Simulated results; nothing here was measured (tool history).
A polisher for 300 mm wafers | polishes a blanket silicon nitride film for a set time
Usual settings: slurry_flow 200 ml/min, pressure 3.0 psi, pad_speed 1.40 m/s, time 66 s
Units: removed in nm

| run | hour | slurry_flow | pressure | pad_speed | time | wafers since the last listed run | wafers polished on this pad | hours since the slurry nozzle was cleaned | hours since the head pressure was calibrated | incoming thickness of the incoming film, nm | removed |
|---|---|---|---|---|---|---|---|---|---|---|---|
| 1 | 0.0 | 200 | 3.0 | 1.40 | 66 | 0 | 734 | 411.8 | 992.8 | 519.3 | 113.9 |
| 2 | 14.3 | 200 | 3.0 | 1.40 | 66 | 141 | 876 | 426.1 | 1007.1 | 516.2 | 112.4 |
| 3 | 22.9 | 180 | 3.0 | 1.40 | 66 | 85 | 961 | 434.7 | 1015.7 | 522.2 | 113.6 |
| 4 | 40.7 | 200 | 3.0 | 1.40 | 66 | 176 | 1138 | 452.5 | 1033.5 | 521.7 | 113.7 |
| 5 | 54.6 | 200 | 3.0 | 1.40 | 66 | 137 | 1276 | 466.4 | 1047.4 | 519.3 | 117.5 |
|  | 70.8 | worn pad replaced by a new one |
| 6 | 93.7 | 200 | 3.0 | 1.40 | 66 | 348 | 226 | 505.5 | 1086.5 | 521.6 | 109.1 |
| 7 | 107.8 | 200 | 3.0 | 1.40 | 66 | 139 | 366 | 519.6 | 1100.6 | 524.2 | 110.0 |
| 8 | 115.0 | 200 | 3.0 | 1.40 | 66 | 71 | 438 | 526.8 | 1107.8 | 515.5 | 112.0 |
| 9 | 124.0 | 200 | 3.0 | 1.40 | 66 | 89 | 527 | 535.8 | 1116.8 | 516.4 | 111.4 |
| 10 | 141.5 | 200 | 3.0 | 1.40 | 66 | 173 | 700 | 553.3 | 1134.3 | 518.0 | 110.4 |
|  | 191.8 | worn pad replaced by a new one |
| 11 | 192.3 | 200 | 3.0 | 1.40 | 66 | 464 | 5 | 604.1 | 1185.1 | 523.4 | 111.4 |
| 12 | 202.3 | 200 | 3.0 | 1.40 | 66 | 99 | 104 | 614.1 | 1195.1 | 521.9 | 110.1 |
| 13 | 217.6 | 200 | 3.0 | 1.40 | 66 | 151 | 256 | 629.4 | 1210.4 | 518.1 | 110.5 |
| 14 | 223.8 | 200 | 3.0 | 1.40 | 66 | 61 | 317 | 635.6 | 1216.6 | 526.4 | 110.0 |
| 15 | 236.6 | 200 | 3.0 | 1.40 | 56 | 126 | 444 | 648.4 | 1229.4 | 522.9 | 91.9 |
|  | 241.3 | slurry nozzle cleaned |
| 16 | 246.2 | 255 | 3.0 | 1.84 | 87 | 85 | 530 | 4.9 | 1239.0 | 516.5 | 186.8 |
| 17 | 257.2 | 200 | 3.0 | 1.40 | 66 | 109 | 639 | 15.9 | 1250.0 | 527.7 | 107.4 |
| 18 | 273.5 | 200 | 3.0 | 1.40 | 66 | 161 | 800 | 32.2 | 1266.3 | 520.6 | 111.3 |
| 19 | 290.2 | 200 | 3.0 | 1.40 | 82 | 165 | 966 | 48.9 | 1283.0 | 527.6 | 139.7 |
| 20 | 301.7 | 200 | 3.0 | 1.40 | 66 | 114 | 1080 | 60.4 | 1294.5 | 527.4 | 110.8 |
| 21 | 308.9 | 200 | 2.2 | 1.40 | 82 | 71 | 1152 | 67.6 | 1301.7 | 512.1 | 103.8 |
|  | 325.5 | head pressure recalibrated |
| 22 | 326.0 | 135 | 3.8 | 1.08 | 81 | 149 | 1301 | 84.7 | 0.5 | 528.5 | 141.4 |
|  | 339.4 | worn pad replaced by a new one |
| 23 | 340.3 | 200 | 3.0 | 1.40 | 66 | 102 | 8 | 99.0 | 14.8 | 514.9 | 120.7 |
| 24 | 353.8 | 200 | 3.0 | 1.66 | 66 | 133 | 142 | 112.5 | 28.3 | 520.9 | 139.6 |
| 25 | 369.8 | 265 | 3.0 | 1.08 | 66 | 158 | 301 | 128.5 | 44.3 | 527.8 | 102.4 |
| 26 | 387.2 | 200 | 3.4 | 1.40 | 66 | 172 | 473 | 145.9 | 61.7 | 522.2 | 138.2 |
| 27 | 401.3 | 200 | 3.0 | 1.40 | 66 | 139 | 613 | 160.0 | 75.8 | 523.3 | 121.2 |
| 28 | 412.7 | 200 | 3.0 | 1.40 | 66 | 113 | 726 | 171.4 | 87.2 | 513.0 | 123.3 |
| 29 | 461.0 | 240 | 3.0 | 1.76 | 66 | 479 | 1206 | 219.7 | 135.5 | 518.1 | 148.2 |
|  | 479.5 | worn pad replaced by a new one |
| 30 | 480.0 | 200 | 3.0 | 1.40 | 79 | 148 | 5 | 238.7 | 154.5 | 522.5 | 144.4 |
| 31 | 494.3 | 200 | 2.6 | 1.40 | 66 | 141 | 146 | 253.0 | 168.8 | 515.7 | 105.6 |
| 32 | 503.5 | 200 | 2.3 | 1.40 | 54 | 91 | 238 | 262.2 | 178.0 | 525.8 | 81.8 |
| 33 | 521.3 | 245 | 3.0 | 1.40 | 66 | 176 | 414 | 280.0 | 195.8 | 523.0 | 125.6 |
| 34 | 530.3 | 200 | 3.0 | 1.40 | 83 | 89 | 504 | 289.0 | 204.8 | 516.5 | 153.3 |
| 35 | 537.0 | 245 | 3.7 | 1.40 | 75 | 66 | 570 | 295.7 | 211.5 | 525.8 | 170.5 |
| 36 | 546.1 | 160 | 2.6 | 1.08 | 50 | 90 | 660 | 304.8 | 220.6 | 525.7 | 63.7 |
| 37 | 556.3 | 255 | 3.0 | 1.84 | 87 | 101 | 761 | 315.0 | 230.8 | 523.7 | 204.3 |

What the log doesn't show, run by run:
removal rate lost through wear of the pad, %: 0 in every run
slurry flow missing at the pad, %: 0 in every run
H1: deviation of the head's pressure from its setpoint, %
| run | H1 |
|---|---|
| 1 | -7.03 |
| 2 | -7.26 |
| 3 | -7.4 |
| 4 | -7.7 |
| 5 | -7.94 |
| 6 | -8.61 |
| 7 | -8.87 |
| 8 | -8.99 |
| 9 | -9.16 |
| 10 | -9.48 |
| 11 | -10.4 |
| 12 | -10.6 |
| 13 | -10.9 |
| 14 | -11.1 |
| 15 | -11.3 |
| 16 | -11.5 |
| 17 | -11.7 |
| 18 | -12.1 |
| 19 | -12.4 |
| 20 | -12.6 |
| 21 | -12.8 |
| 22 | 0.0729 |
| 23 | 0.0711 |
| 24 | 0.0664 |
| 25 | 0.0569 |
| 26 | 0.0419 |
| 27 | 0.0262 |
| 28 | 0.0111 |
| 29 | -0.0764 |
| 30 | -0.121 |
| 31 | -0.159 |
| 32 | -0.185 |
| 33 | -0.239 |
| 34 | -0.268 |
| 35 | -0.291 |
| 36 | -0.323 |
| 37 | -0.36 |
